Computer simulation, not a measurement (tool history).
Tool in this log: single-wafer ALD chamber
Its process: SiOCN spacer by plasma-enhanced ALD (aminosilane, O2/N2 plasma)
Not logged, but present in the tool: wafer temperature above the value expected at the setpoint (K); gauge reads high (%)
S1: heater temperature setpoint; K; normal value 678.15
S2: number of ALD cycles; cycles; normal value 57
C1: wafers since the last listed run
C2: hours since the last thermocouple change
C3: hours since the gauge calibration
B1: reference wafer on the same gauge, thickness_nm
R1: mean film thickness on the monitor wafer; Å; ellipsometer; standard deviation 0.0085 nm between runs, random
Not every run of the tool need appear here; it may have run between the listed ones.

run 1 day=0 | S1=675.15 S2=57 | C1=0 C2=2209.4 C3=376.3 | B1=2.932 | R1=34.3
run 2 day=2.004 | S1=678.15 S2=57 | C1=131 C2=2257.5 C3=424.4 | B1=2.927 | R1=33.83
run 3 day=3.425 | S1=672.15 S2=57 | C1=93 C2=2291.6 C3=458.5 | B1=2.927 | R1=34.42
run 4 day=4.467 | S1=672.15 S2=57 | C1=68 C2=2316.6 C3=483.5 | B1=2.923 | R1=34.29
run 5 day=6.696 | S1=671.15 S2=57 | C1=146 C2=2370.1 C3=537 | B1=2.915 | R1=34.46
run 6 day=8.788 | S1=671.15 S2=57 | C1=137 C2=2420.3 C3=587.2 | B1=2.918 | R1=34.42
run 7 day=10.85 | S1=678.15 S2=57 | C1=135 C2=2469.8 C3=636.7 | B1=2.909 | R1=33.83
run 8 day=12.121 | S1=678.15 S2=50 | C1=83 C2=2500.3 C3=667.2 | B1=2.91 | R1=29.67
-- day=15.021 thermocouple changed; heater temperature recalibrated
run 9 day=15.112 | S1=678.15 S2=57 | C1=174 C2=2.2 C3=739 | B1=2.909 | R1=33.71
run 10 day=17.421 | S1=678.15 S2=57 | C1=151 C2=57.6 C3=794.4 | B1=2.904 | R1=33.63
run 11 day=18.867 | S1=678.15 S2=60 | C1=94 C2=92.3 C3=829.1 | B1=2.9 | R1=35.45
run 12 day=21.596 | S1=678.15 S2=60 | C1=179 C2=157.8 C3=894.6 | B1=2.899 | R1=35.48
run 13 day=24.225 | S1=678.15 S2=57 | C1=172 C2=220.9 C3=957.7 | B1=2.89 | R1=33.55
run 14 day=25.721 | S1=678.15 S2=57 | C1=98 C2=256.8 C3=993.6 | B1=2.89 | R1=33.5
run 15 day=28.221 | S1=678.15 S2=57 | C1=164 C2=316.8 C3=1053.6 | B1=2.89 | R1=33.44
run 16 day=30.575 | S1=686.15 S2=51 | C1=154 C2=373.3 C3=1110.1 | B1=2.884 | R1=29.18
run 17 day=31.592 | S1=666.15 S2=50 | C1=66 C2=397.7 C3=1134.5 | B1=2.881 | R1=29.79
run 18 day=34.033 | S1=668.15 S2=52 | C1=160 C2=456.3 C3=1193.1 | B1=2.881 | R1=30.72
-- day=34.862 gauge calibrated
run 19 day=36.583 | S1=678.15 S2=54 | C1=167 C2=517.5 C3=41.3 | B1=2.944 | R1=32.37
run 20 day=37.788 | S1=670.15 S2=67 | C1=78 C2=546.4 C3=70.2 | B1=2.942 | R1=40.69
run 21 day=40.129 | S1=678.15 S2=57 | C1=153 C2=602.6 C3=126.4 | B1=2.935 | R1=33.98
run 22 day=41.638 | S1=664.15 S2=68 | C1=98 C2=638.8 C3=162.6 | B1=2.936 | R1=41.09
run 23 day=43.933 | S1=678.15 S2=62 | C1=150 C2=693.9 C3=217.7 | B1=2.932 | R1=37.03
run 24 day=46.242 | S1=688.15 S2=47 | C1=151 C2=749.3 C3=273.1 | B1=2.928 | R1=27.13
run 25 day=47.679 | S1=678.15 S2=62 | C1=94 C2=783.8 C3=307.6 | B1=2.928 | R1=36.81

4 ways to go on from here, each from the tool as it stands after run 25. What would each give?
run A day=47.7 | S1=678.15 S2=57 | C1=1 C2=784.3 C3=308.1 | B1=? | R1=?
run B day=47.7 | S1=665.15 S2=60 | C1=1 C2=784.3 C3=308.1 | B1=? | R1=?
run C day=47.7 | S1=672.15 S2=54 | C1=1 C2=784.3 C3=308.1 | B1=? | R1=?
run D day=47.7 | S1=671.15 S2=63 | C1=1 C2=784.3 C3=308.1 | B1=? | R1=?

run=A B1=2.925 R1=33.9
run=B B1=2.925 R1=36.22
run=C B1=2.925 R1=32.6
run=D B1=2.925 R1=38.03
Stripped of hidden state, with their random variation kept, the same runs would have yielded:
run=A R1=34.19
run=B R1=36.54
run=C R1=32.88
run=D R1=38.37

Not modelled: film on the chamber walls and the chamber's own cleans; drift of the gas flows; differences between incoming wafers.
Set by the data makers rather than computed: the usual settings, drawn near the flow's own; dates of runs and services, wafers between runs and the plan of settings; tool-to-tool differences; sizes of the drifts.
